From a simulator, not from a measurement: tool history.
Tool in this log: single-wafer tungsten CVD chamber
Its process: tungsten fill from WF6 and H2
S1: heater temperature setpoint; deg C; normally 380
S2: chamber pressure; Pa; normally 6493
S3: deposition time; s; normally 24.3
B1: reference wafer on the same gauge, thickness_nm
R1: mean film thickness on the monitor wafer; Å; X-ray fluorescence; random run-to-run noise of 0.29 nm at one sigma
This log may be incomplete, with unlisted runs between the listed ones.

run   hour   S1    S2    S3      B1      R1
  1      0  372  6066  24.3  53.237  444.24
  2   32.8  372  6066  24.3  53.209  448.01
  3   56.5  380  5933  24.3  53.225  529.41
  4   84.5  380  6493  24.3  53.142  555.22
  5  118.4  380  6493  24.3  53.237  558.52
  6    153  380  6493  24.3   53.13  550.35
  7  174.6  380  6493  24.3  53.163  555.84
  8  201.9  380  6493  24.3  53.173  554.96
  9  215.5  380  6493  24.3  53.233  549.81
 10    240  380  5240  27.4  53.218  568.41
 11  267.7  380  5240  27.4   53.07  562.83
 12    289  380  7746  24.3  53.081  596.16
     308.7  -- capacitance manometer re-zeroed and calibrated
 13  322.9  380  7746  24.3  53.283   592.3
 14  336.3  380  7746  24.3  53.209  598.09
 15  361.6  373  7186  24.3  53.268  489.59
       384  -- thermocouple changed; heater temperature recalibrated
     393.3  -- showerhead replaced
 16  393.8  373  7186  24.3  53.109  490.74
 17  424.8  373  7186  24.3  53.123   489.9
 18  438.1  375  6493  24.3  53.169  487.09
 19  468.1  371  7373    27  53.163  524.92
 20  485.9  380  5240  27.4  53.199  564.87
 21  505.1  371  6493  24.3  53.092   447.9
 22  529.5  380  6493  24.3  53.168  550.31
 23  562.9  380  5906  21.3  53.268  467.12
 24  587.9  380  6493  19.7   53.17  449.68
 25  603.1  380  5933  24.3  53.201   525.4
 26  632.6  391  6959  26.8  53.142  813.86
     644.6  -- gauge calibrated
 27  649.5  380  6906  24.3  53.138  566.69
 28  683.6  380  6493  24.3  53.272  554.45
 29  702.5  367  7706  28.2  53.152  507.55
 30  737.1  380  6493  24.3  53.125  554.38
 31  771.3  380  5240  20.3  53.189  417.22
 32  800.7  380  6493  24.3  53.198  554.91
 33  827.6  390  7653  24.3  53.257  739.44
 34  844.5  385  7066    29  53.174  766.13
 35  865.9  376  5933    23  53.178  453.75

3 options for the next run, each taken on its own from the tool as it stands now. Forecast them:
  A  866.3  380  7106  24.3   ?   ?
  B  866.3  390  6493  24.3   ?   ?
  C  866.3  380  5866  21.6   ?   ?

run      B1      R1
  A  53.229  580.48
  B  53.229  697.72
  C  53.229  472.32
With the hidden condition removed and each run's random variation left untouched, the same runs would have given:
run      R1
  A  580.48
  B  697.72
  C  472.32
